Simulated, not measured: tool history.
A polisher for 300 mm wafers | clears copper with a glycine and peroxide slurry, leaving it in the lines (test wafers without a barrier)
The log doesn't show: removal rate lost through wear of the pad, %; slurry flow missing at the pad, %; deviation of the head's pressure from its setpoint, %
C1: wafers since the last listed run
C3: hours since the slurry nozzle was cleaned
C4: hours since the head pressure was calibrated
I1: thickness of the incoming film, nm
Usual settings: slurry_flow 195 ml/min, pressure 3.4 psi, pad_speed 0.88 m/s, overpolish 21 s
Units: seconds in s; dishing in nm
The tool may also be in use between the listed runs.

run 1 hour=0 | slurry_flow=195 pressure=3.4 pad_speed=0.88 overpolish=12 | C1=0 wafers_polished_on_this_pad=136 C3=439.2 C4=581.6 | I1=727.2 | seconds=121.2 dishing=55.7
run 2 hour=25.5 | slurry_flow=195 pressure=3.4 pad_speed=0.88 overpolish=12 | C1=262 wafers_polished_on_this_pad=399 C3=464.7 C4=607.1 | I1=734.8 | seconds=123.4 dishing=55.7
run 3 hour=54.2 | slurry_flow=195 pressure=3.4 pad_speed=0.88 overpolish=21 | C1=295 wafers_polished_on_this_pad=695 C3=493.4 C4=635.8 | I1=732.9 | seconds=121.1 dishing=90.7
run 4 hour=68.3 | slurry_flow=195 pressure=3.4 pad_speed=0.88 overpolish=21 | C1=145 wafers_polished_on_this_pad=840 C3=507.5 C4=649.9 | I1=709 | seconds=120.4 dishing=89.5
run 5 hour=97.7 | slurry_flow=195 pressure=3.4 pad_speed=0.88 overpolish=21 | C1=303 wafers_polished_on_this_pad=1144 C3=536.9 C4=679.3 | I1=707.5 | seconds=120 dishing=89.4
-- hour=106.5 worn pad replaced by a new one
run 6 hour=130.8 | slurry_flow=195 pressure=4.1 pad_speed=1.02 overpolish=21 | C1=300 wafers_polished_on_this_pad=250 C3=570 C4=712.4 | I1=724.7 | seconds=101 dishing=108
run 7 hour=160.6 | slurry_flow=195 pressure=4.1 pad_speed=1.02 overpolish=21 | C1=307 wafers_polished_on_this_pad=557 C3=599.8 C4=742.2 | I1=718.4 | seconds=99.5 dishing=104.7
-- hour=208.4 worn pad replaced by a new one
run 8 hour=227.8 | slurry_flow=195 pressure=3.4 pad_speed=0.88 overpolish=21 | C1=651 wafers_polished_on_this_pad=200 C3=667 C4=809.4 | I1=721.3 | seconds=121.5 dishing=89.1
-- hour=250.9 head pressure recalibrated
run 9 hour=253 | slurry_flow=195 pressure=3.4 pad_speed=0.88 overpolish=21 | C1=239 wafers_polished_on_this_pad=439 C3=692.2 C4=2.1 | I1=726.1 | seconds=124.6 dishing=88.8
run 10 hour=270.8 | slurry_flow=195 pressure=3.4 pad_speed=0.88 overpolish=21 | C1=183 wafers_polished_on_this_pad=623 C3=710 C4=19.9 | I1=714.6 | seconds=122.6 dishing=90.5
-- hour=285.1 slurry nozzle cleaned
-- hour=331.3 worn pad replaced by a new one
run 11 hour=331.8 | slurry_flow=195 pressure=4.4 pad_speed=0.96 overpolish=32 | C1=577 wafers_polished_on_this_pad=5 C3=46.7 C4=80.9 | I1=719.9 | seconds=88 dishing=160.6
run 12 hour=357.9 | slurry_flow=265 pressure=3.4 pad_speed=1.06 overpolish=17 | C1=269 wafers_polished_on_this_pad=274 C3=72.8 C4=107 | I1=721.8 | seconds=96.7 dishing=92.6
run 13 hour=391.1 | slurry_flow=195 pressure=3.9 pad_speed=0.76 overpolish=32 | C1=342 wafers_polished_on_this_pad=616 C3=106 C4=140.2 | I1=714.9 | seconds=107.9 dishing=137.7
run 14 hour=417.9 | slurry_flow=195 pressure=3.4 pad_speed=0.88 overpolish=24 | C1=276 wafers_polished_on_this_pad=893 C3=132.8 C4=167 | I1=721.6 | seconds=111.6 dishing=107.2
-- hour=426.3 worn pad replaced by a new one
run 15 hour=446 | slurry_flow=195 pressure=4.1 pad_speed=1.02 overpolish=21 | C1=248 wafers_polished_on_this_pad=202 C3=160.9 C4=195.1 | I1=736.3 | seconds=92.7 dishing=114.8
run 16 hour=477.3 | slurry_flow=165 pressure=3.4 pad_speed=1.1 overpolish=27 | C1=322 wafers_polished_on_this_pad=525 C3=192.2 C4=226.4 | I1=737.2 | seconds=107.4 dishing=122.1
run 17 hour=489.7 | slurry_flow=195 pressure=3.4 pad_speed=0.88 overpolish=21 | C1=127 wafers_polished_on_this_pad=653 C3=204.6 C4=238.8 | I1=718.9 | seconds=113.6 dishing=94.3
run 18 hour=511.6 | slurry_flow=195 pressure=3.4 pad_speed=0.88 overpolish=21 | C1=225 wafers_polished_on_this_pad=879 C3=226.5 C4=260.7 | I1=729.9 | seconds=114.9 dishing=93.7
-- hour=520.9 worn pad replaced by a new one
run 19 hour=538 | slurry_flow=235 pressure=2.6 pad_speed=0.7 overpolish=12 | C1=231 wafers_polished_on_this_pad=175 C3=252.9 C4=287.1 | I1=720.7 | seconds=146.9 dishing=46.6

Hidden state at the last listed run before each entry between runs and at the first one after, where it differs:
Between runs 5 and 6: worn pad replaced by a new one (hour 106.5)
  slurry flow missing at the pad, %: 44.1 -> 44.7
  measured less the result without the state, seconds: +12.6 -> +10.8 s; dishing: -8.3 -> -9.9 nm
Between runs 7 and 8: worn pad replaced by a new one (hour 208.4)
  slurry flow missing at the pad, %: 45.2 -> 46.2
  measured less the result without the state, seconds: +10.9 -> +13.8 s; dishing: -9.9 -> -9.1 nm
Between runs 8 and 9: head pressure recalibrated (hour 250.9)
  slurry flow missing at the pad, %: 46.2 -> 46.5
  measured less the result without the state, seconds: +13.8 -> +14.3 s; dishing: -9.1 -> -9.2 nm
Between runs 10 and 11: slurry nozzle cleaned (hour 285.1); worn pad replaced by a new one (hour 331.3)
  slurry flow missing at the pad, %: 46.7 -> 9.05
  measured less the result without the state, seconds: +14.2 -> +1.2 s; dishing: -9.5 -> -1.5 nm
Between runs 14 and 15: worn pad replaced by a new one (hour 426.3)
  slurry flow missing at the pad, %: 18.9 -> 21.5
  measured less the result without the state, seconds: +3.6 -> +3.5 s; dishing: -2.7 -> -3.4 nm
Between runs 18 and 19: worn pad replaced by a new one (hour 520.9)
  slurry flow missing at the pad, %: 26.5 -> 28.2
  measured less the result without the state, seconds: +5.7 -> +6.7 s; dishing: -3.9 -> -2 nm

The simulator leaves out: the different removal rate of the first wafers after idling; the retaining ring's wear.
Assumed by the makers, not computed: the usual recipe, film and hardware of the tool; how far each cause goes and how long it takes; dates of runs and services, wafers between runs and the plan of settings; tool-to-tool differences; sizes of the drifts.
